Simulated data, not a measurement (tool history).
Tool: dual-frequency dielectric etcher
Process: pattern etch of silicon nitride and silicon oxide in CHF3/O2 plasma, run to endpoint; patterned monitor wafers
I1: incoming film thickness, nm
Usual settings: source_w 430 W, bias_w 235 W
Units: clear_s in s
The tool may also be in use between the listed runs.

{"run": 1, "hour": 0.0, "source_w": 460, "bias_w": 235, "I1": 262.6, "clear_s": 168}
{"run": 2, "hour": 13.2, "source_w": 460, "bias_w": 235, "I1": 263.9, "clear_s": 167.9}
{"run": 3, "hour": 25.8, "source_w": 430, "bias_w": 235, "I1": 264.6, "clear_s": 172.1}
{"run": 4, "hour": 41.0, "source_w": 430, "bias_w": 235, "I1": 264.8, "clear_s": 173.6}
{"run": 5, "hour": 68.5, "source_w": 430, "bias_w": 235, "I1": 265.1, "clear_s": 174.4}
{"run": 6, "hour": 82.6, "source_w": 430, "bias_w": 235, "I1": 264.3, "clear_s": 173.3}
{"run": 7, "hour": 104.4, "source_w": 430, "bias_w": 235, "I1": 265, "clear_s": 176}
{"run": 8, "hour": 125.0, "source_w": 430, "bias_w": 201, "I1": 265, "clear_s": 185.4}
{"run": 9, "hour": 151.0, "source_w": 430, "bias_w": 201, "I1": 263.9, "clear_s": 184.4}
{"run": 10, "hour": 179.4, "source_w": 490, "bias_w": 254, "I1": 265, "clear_s": 162.5}
{"run": 11, "hour": 207.8, "source_w": 400, "bias_w": 217, "I1": 262.3, "clear_s": 184.9}
{"run": 12, "hour": 226.3, "source_w": 430, "bias_w": 235, "I1": 265.7, "clear_s": 176.8}
{"hour": 252.5, "done": "source power generator calibrated"}
{"run": 13, "hour": 256.4, "source_w": 430, "bias_w": 235, "I1": 267.3, "clear_s": 178.6}

Forecast run 14:
{"hour": 284.2, "done": "bias power generator calibrated"}
{"run": 14, "hour": 296.5, "source_w": 360, "bias_w": 274, "I1": 262.8, "clear_s": "?"}

clear_s: 177.5 s
Without the tool's hidden state the same run would have given clear_s 171.5 s.
